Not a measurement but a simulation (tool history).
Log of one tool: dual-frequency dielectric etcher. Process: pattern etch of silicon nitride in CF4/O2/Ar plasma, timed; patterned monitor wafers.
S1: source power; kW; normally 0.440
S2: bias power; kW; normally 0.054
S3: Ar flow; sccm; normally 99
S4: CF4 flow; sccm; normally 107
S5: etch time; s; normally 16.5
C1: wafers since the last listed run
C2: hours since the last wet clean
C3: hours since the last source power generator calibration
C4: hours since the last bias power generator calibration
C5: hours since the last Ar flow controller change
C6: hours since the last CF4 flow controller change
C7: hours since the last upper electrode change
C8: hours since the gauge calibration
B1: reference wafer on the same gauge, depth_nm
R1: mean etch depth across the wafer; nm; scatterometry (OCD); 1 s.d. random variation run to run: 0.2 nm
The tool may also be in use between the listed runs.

run   hour     S1     S2   S3   S4    S5   C1     C2      C3      C4      C5      C6      C7     C8     B1     R1
  1    0.0  0.440  0.054   99   98  16.5    0  454.9  3797.2  2991.1  4338.1  4306.0  2936.3   12.4  25.99  30.99
  2   13.6  0.440  0.054   99   98  16.5  269  468.5  3810.8  3004.7  4351.7  4319.6  2949.9   26.0  25.98  30.88
  3   30.3  0.440  0.054   99  107  14.5  330  485.2  3827.5  3021.4  4368.4  4336.3  2966.6   42.7  26.06  27.47
  4   39.8  0.390  0.054   99  101  16.5  188  494.7  3837.0  3030.9  4377.9  4345.8  2976.1   52.2  26.10  27.91
  5   50.7  0.390  0.054   99  101  16.5  215  505.6  3847.9  3041.8  4388.8  4356.7  2987.0   63.1  25.95  27.57
  6   66.6  0.390  0.054   99  101  16.5  315  521.5  3863.8  3057.7  4404.7  4372.6  3002.9   79.0  26.02  27.20
  7   73.4  0.440  0.054   99  107  16.5  134  528.3  3870.6  3064.5  4411.5  4379.4  3009.7   85.8  25.99  31.19
      91.2  -- source power generator calibrated
      93.5  -- bias power generator calibrated
     114.2  -- upper electrode replaced
     115.7  -- Ar flow controller replaced
  8  116.2  0.380  0.054   99  107  16.5  282  571.1    25.0    22.7     0.5  4422.2     2.0  128.6  26.04  27.59
  9  116.6  0.380  0.054   99  107  16.5    7  571.5    25.4    23.1     0.9  4422.6     2.4  129.0  25.98  26.97
 10  116.9  0.380  0.054   99  107  16.5    5  571.8    25.7    23.4     1.2  4422.9     2.7  129.3  26.03  27.18
 11  120.2  0.440  0.054   99  107  16.5   65  575.1    29.0    26.7     4.5  4426.2     6.0  132.6  26.04  31.43
 12  134.0  0.440  0.054  112   93  18.0  273  588.9    42.8    40.5    18.3  4440.0    19.8  146.4  26.00  32.98
     141.9  -- CF4 flow controller replaced
     164.5  -- wet clean of the chamber
 13  165.0  0.440  0.054   76   83  16.5   47    0.5    73.8    71.5    49.3    23.1    50.8  177.4  26.03  31.23
 14  165.4  0.500  0.054   99  107  19.0    7    0.9    74.2    71.9    49.7    23.5    51.2  177.8  26.01  41.11
 15  167.2  0.440  0.041   99  107  16.5   35    2.7    76.0    73.7    51.5    25.3    53.0  179.6  25.99  28.21
 16  176.8  0.540  0.041   89  107  19.5  190   12.3    85.6    83.3    61.1    34.9    62.6  189.2  26.03  40.89
     181.4  -- gauge calibrated
 17  194.2  0.380  0.054  115  130  16.5  344   29.7   103.0   100.7    78.5    52.3    80.0   12.8  26.01  27.04
 18  209.3  0.510  0.054   99  107  19.0  299   44.8   118.1   115.8    93.6    67.4    95.1   27.9  25.97  41.70
 19  223.4  0.440  0.054   99  107  16.5  279   58.9   132.2   129.9   107.7    81.5   109.2   42.0  26.01  31.15
 20  234.0  0.440  0.054   99  107  16.5  210   69.5   142.8   140.5   118.3    92.1   119.8   52.6  26.04  31.36
 21  242.4  0.540  0.068   99  107  16.5  166   77.9   151.2   148.9   126.7   100.5   128.2   61.0  25.99  42.05
 22  253.4  0.440  0.054   99  128  16.5  217   88.9   162.2   159.9   137.7   111.5   139.2   72.0  26.04  31.97

Hidden state, per run?
etch rate over this chamber's usual, %: 0 in every run
source power that arrives over what is set, %: 0 in every run
bias power that arrives over what is set, %: 0 in every run
Ar flow that arrives over what is set, %: 0 in every run
CF4 flow that arrives over what is set, %: 0 in every run
gauge reads high (%): 0 in every run
